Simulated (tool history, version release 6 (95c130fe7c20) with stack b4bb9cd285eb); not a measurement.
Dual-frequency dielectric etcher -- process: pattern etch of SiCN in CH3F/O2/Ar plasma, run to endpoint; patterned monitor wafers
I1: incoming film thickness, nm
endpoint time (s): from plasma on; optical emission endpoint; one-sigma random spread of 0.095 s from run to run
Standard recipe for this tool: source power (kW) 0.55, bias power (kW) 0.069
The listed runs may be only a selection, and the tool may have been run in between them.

{"run": 1, "hour": 0.0, "source power (kW)": 0.63, "bias power (kW)": 0.061, "I1": 12.78, "endpoint time (s)": 26.3}
{"run": 2, "hour": 7.5, "source power (kW)": 0.63, "bias power (kW)": 0.061, "I1": 12.86, "endpoint time (s)": 26.5}
{"run": 3, "hour": 17.3, "source power (kW)": 0.63, "bias power (kW)": 0.061, "I1": 12.68, "endpoint time (s)": 26}
{"run": 4, "hour": 35.1, "source power (kW)": 0.55, "bias power (kW)": 0.069, "I1": 12.86, "endpoint time (s)": 27.7}
{"run": 5, "hour": 43.8, "source power (kW)": 0.55, "bias power (kW)": 0.069, "I1": 12.83, "endpoint time (s)": 27.6}
{"run": 6, "hour": 56.0, "source power (kW)": 0.55, "bias power (kW)": 0.074, "I1": 12.76, "endpoint time (s)": 27.1}
{"hour": 72.9, "done": "bias power generator calibrated"}
{"run": 7, "hour": 73.4, "source power (kW)": 0.55, "bias power (kW)": 0.074, "I1": 12.78, "endpoint time (s)": 27}
{"run": 8, "hour": 77.0, "source power (kW)": 0.48, "bias power (kW)": 0.057, "I1": 12.87, "endpoint time (s)": 31.1}
{"hour": 94.1, "done": "source power generator calibrated"}
{"hour": 105.0, "done": "wet clean of the chamber"}
{"hour": 106.2, "done": "upper electrode replaced"}
{"run": 9, "hour": 106.7, "source power (kW)": 0.55, "bias power (kW)": 0.069, "I1": 12.94, "endpoint time (s)": 29.1}
{"run": 10, "hour": 107.1, "source power (kW)": 0.62, "bias power (kW)": 0.084, "I1": 12.82, "endpoint time (s)": 25.8}
{"run": 11, "hour": 107.4, "source power (kW)": 0.6, "bias power (kW)": 0.053, "I1": 12.75, "endpoint time (s)": 28.6}
{"run": 12, "hour": 109.3, "source power (kW)": 0.42, "bias power (kW)": 0.069, "I1": 12.81, "endpoint time (s)": 34}
{"run": 13, "hour": 118.9, "source power (kW)": 0.44, "bias power (kW)": 0.069, "I1": 12.83, "endpoint time (s)": 33.1}
{"run": 14, "hour": 128.7, "source power (kW)": 0.55, "bias power (kW)": 0.059, "I1": 12.72, "endpoint time (s)": 29.3}
{"run": 15, "hour": 135.3, "source power (kW)": 0.46, "bias power (kW)": 0.086, "I1": 12.79, "endpoint time (s)": 30.1}

Forecast each of these 4 alternatives for the next run:
{"run": "A", "hour": 135.7, "source power (kW)": 0.65, "bias power (kW)": 0.069, "I1": 12.82, "endpoint time (s)": "?"}
{"run": "B", "hour": 135.7, "source power (kW)": 0.66, "bias power (kW)": 0.069, "I1": 12.82, "endpoint time (s)": "?"}
{"run": "C", "hour": 135.7, "source power (kW)": 0.55, "bias power (kW)": 0.052, "I1": 12.82, "endpoint time (s)": "?"}
{"run": "D", "hour": 135.7, "source power (kW)": 0.59, "bias power (kW)": 0.069, "I1": 12.82, "endpoint time (s)": "?"}

run=A endpoint_time_(s)=26.2
run=B endpoint_time_(s)=26
run=C endpoint_time_(s)=30.2
run=D endpoint_time_(s)=27.6
Had the tool no hidden state, the same runs would have come out as:
run=A endpoint_time_(s)=26.2
run=B endpoint_time_(s)=26
run=C endpoint_time_(s)=30.3
run=D endpoint_time_(s)=27.6
